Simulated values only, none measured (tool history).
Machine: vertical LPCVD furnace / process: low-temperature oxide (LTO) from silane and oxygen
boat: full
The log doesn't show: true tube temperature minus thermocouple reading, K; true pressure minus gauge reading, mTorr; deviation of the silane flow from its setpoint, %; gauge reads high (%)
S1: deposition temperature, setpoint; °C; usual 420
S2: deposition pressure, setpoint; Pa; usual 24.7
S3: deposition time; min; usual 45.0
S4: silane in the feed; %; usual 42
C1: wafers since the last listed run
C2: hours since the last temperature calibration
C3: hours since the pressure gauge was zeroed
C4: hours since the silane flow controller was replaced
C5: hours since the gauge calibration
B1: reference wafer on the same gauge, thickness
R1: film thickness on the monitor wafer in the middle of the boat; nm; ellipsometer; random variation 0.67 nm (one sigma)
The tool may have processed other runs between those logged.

run   hour   S1    S2    S3  S4   C1      C2      C3      C4     C5      B1      R1
  1    0.0  413  24.7  53.0  42    0  2181.0  4296.0  6619.6  153.2  505.63  490.51
  2   13.6  413  24.7  53.0  42  167  2194.6  4309.6  6633.2  166.8  505.48  490.70
  3   20.9  413  24.7  53.0  42   89  2201.9  4316.9  6640.5  174.1  505.62  490.89
  4   33.9  420  24.7  34.0  42  160  2214.9  4329.9  6653.5  187.1  505.86  338.31
  5   49.5  420  24.7  34.0  42  192  2230.5  4345.5  6669.1  202.7  505.95  339.24
  6   63.5  426  24.7  45.0  42  172  2244.5  4359.5  6683.1  216.7  506.05  474.61
  7   70.7  420  24.7  45.0  42   88  2251.7  4366.7  6690.3  223.9  506.12  448.42
  8   82.7  420  24.7  45.0  42  147  2263.7  4378.7  6702.3  235.9  506.33  448.99
  9   96.9  420  24.7  45.0  42  174  2277.9  4392.9  6716.5  250.1  506.66  447.60
 10  145.5  420  24.7  45.0  42  598  2326.5  4441.5  6765.1  298.7  507.47  448.68
 11  154.3  420  24.7  45.0  42  108  2335.3  4450.3  6773.9  307.5  507.63  449.77
     180.3  -- silane flow controller replaced
     188.6  -- gauge calibrated
 12  206.3  420  24.7  39.5  48  344  2387.3  4502.3    26.0   17.7  505.13  444.76
     231.7  -- pressure gauge zeroed
     241.4  -- thermocouples replaced and temperature profile calibrated
 13  241.9  414  21.3  45.0  42   23     0.5    10.2    61.6   53.3  505.18  363.23
 14  245.5  420  24.7  45.0  42   44     4.1    13.8    65.2   56.9  505.19  445.83
 15  249.0  432  22.7  31.5  34   43     7.6    17.3    68.7   60.4  505.14  253.87
 16  252.6  420  22.7  35.5  42   44    11.2    20.9    72.3   64.0  505.04  323.93
 17  292.5  420  18.7  55.5  35  491    51.1    60.8   112.2  103.9  505.15  336.52
 18  319.3  420  24.7  45.0  42  330    77.9    87.6   139.0  130.7  505.56  447.54

Below, some changes in R1 between adjacent runs. For each, the amount present without the hidden state too (settings, incoming material, random variation) and the amount remaining for the hidden state with gauge scatter not shared by both compared results:
Run 11 -> 12: S3 45.0 -> 39.5, S4 42 -> 48, silane flow controller replaced, gauge calibrated. R1 -5.01 nm: hidden state -2.38, all else -2.63.
Run 14 -> 15: S1 420 -> 432, S2 24.7 -> 22.7, S3 45.0 -> 31.5, S4 42 -> 34. R1 -191.96 nm: hidden state -0.04, all else -191.92.
